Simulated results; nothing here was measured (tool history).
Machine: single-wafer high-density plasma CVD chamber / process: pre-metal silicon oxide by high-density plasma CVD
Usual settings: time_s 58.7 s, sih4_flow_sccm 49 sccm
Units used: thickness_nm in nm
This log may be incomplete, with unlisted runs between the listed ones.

| run | day | time_s | sih4_flow_sccm | wafers since the last listed run | hours since the silane flow controller was replaced | hours since the gauge calibration | read-back reference wafer on the same gauge, thickness_nm | thickness_nm |
|---|---|---|---|---|---|---|---|---|
| 1 | 0.000 | 62.4 | 49 | 0 | 1851.6 | 92.0 | 283.264 | 296.784 |
| 2 | 0.617 | 62.5 | 49 | 334 | 1866.4 | 106.8 | 283.446 | 297.813 |
| 3 | 1.292 | 62.5 | 49 | 365 | 1882.6 | 123.0 | 283.395 | 297.806 |
| 4 | 1.825 | 62.5 | 49 | 288 | 1895.4 | 135.8 | 283.641 | 297.213 |
| 5 | 2.375 | 58.7 | 49 | 297 | 1908.6 | 149.0 | 283.888 | 279.862 |
| 6 | 2.850 | 58.7 | 49 | 257 | 1920.0 | 160.4 | 283.681 | 279.560 |
| 7 | 4.571 | 58.7 | 49 | 932 | 1961.3 | 201.7 | 283.853 | 279.627 |
| 8 | 5.046 | 58.7 | 49 | 257 | 1972.7 | 213.1 | 283.980 | 280.827 |
| 9 | 5.392 | 58.7 | 49 | 187 | 1981.0 | 221.4 | 284.171 | 280.049 |
| 10 | 6.004 | 54.9 | 49 | 331 | 1995.7 | 236.1 | 283.993 | 262.748 |
| 11 | 6.712 | 52.6 | 45 | 383 | 2012.7 | 253.1 | 284.153 | 240.014 |
|  | 7.029 | gauge calibrated |
|  | 7.208 | silane flow controller replaced |
| 12 | 7.229 | 58.7 | 49 | 99 | 0.5 | 4.8 | 281.253 | 276.659 |
| 13 | 7.821 | 58.7 | 49 | 320 | 14.7 | 19.0 | 281.402 | 277.748 |
| 14 | 8.533 | 70.1 | 49 | 385 | 31.8 | 36.1 | 281.988 | 331.467 |
| 15 | 9.062 | 58.7 | 49 | 286 | 44.5 | 48.8 | 282.378 | 277.822 |
| 16 | 9.550 | 58.7 | 49 | 264 | 56.2 | 60.5 | 282.534 | 278.164 |
| 17 | 9.979 | 53.3 | 53 | 232 | 66.5 | 70.8 | 282.474 | 263.160 |
| 18 | 10.575 | 53.2 | 44 | 322 | 80.8 | 85.1 | 282.384 | 239.294 |
| 19 | 10.825 | 58.7 | 52 | 135 | 86.8 | 91.1 | 282.693 | 287.439 |
| 20 | 11.138 | 67.1 | 41 | 169 | 94.3 | 98.6 | 282.662 | 292.298 |
| 21 | 11.504 | 58.7 | 46 | 198 | 103.1 | 107.4 | 282.936 | 270.214 |

Branching from run 21: 4 alternative next runs. What would each branch give?
| A | 11.521 | 58.7 | 49 | 9 | 103.5 | 107.8 | ? | ? |
| B | 11.521 | 58.7 | 53 | 9 | 103.5 | 107.8 | ? | ? |
| C | 11.521 | 63.2 | 44 | 9 | 103.5 | 107.8 | ? | ? |
| D | 11.521 | 50.1 | 49 | 9 | 103.5 | 107.8 | ? | ? |

| run | read-back reference wafer on the same gauge, thickness_nm | thickness_nm |
|---|---|---|
| A | 282.909 | 278.114 |
| B | 282.909 | 289.465 |
| C | 282.909 | 284.157 |
| D | 282.909 | 237.368 |
Had the tool no hidden state, the same runs would have come out as:
| run | thickness_nm |
|---|---|
| A | 276.268 |
| B | 287.544 |
| C | 282.271 |
| D | 235.792 |
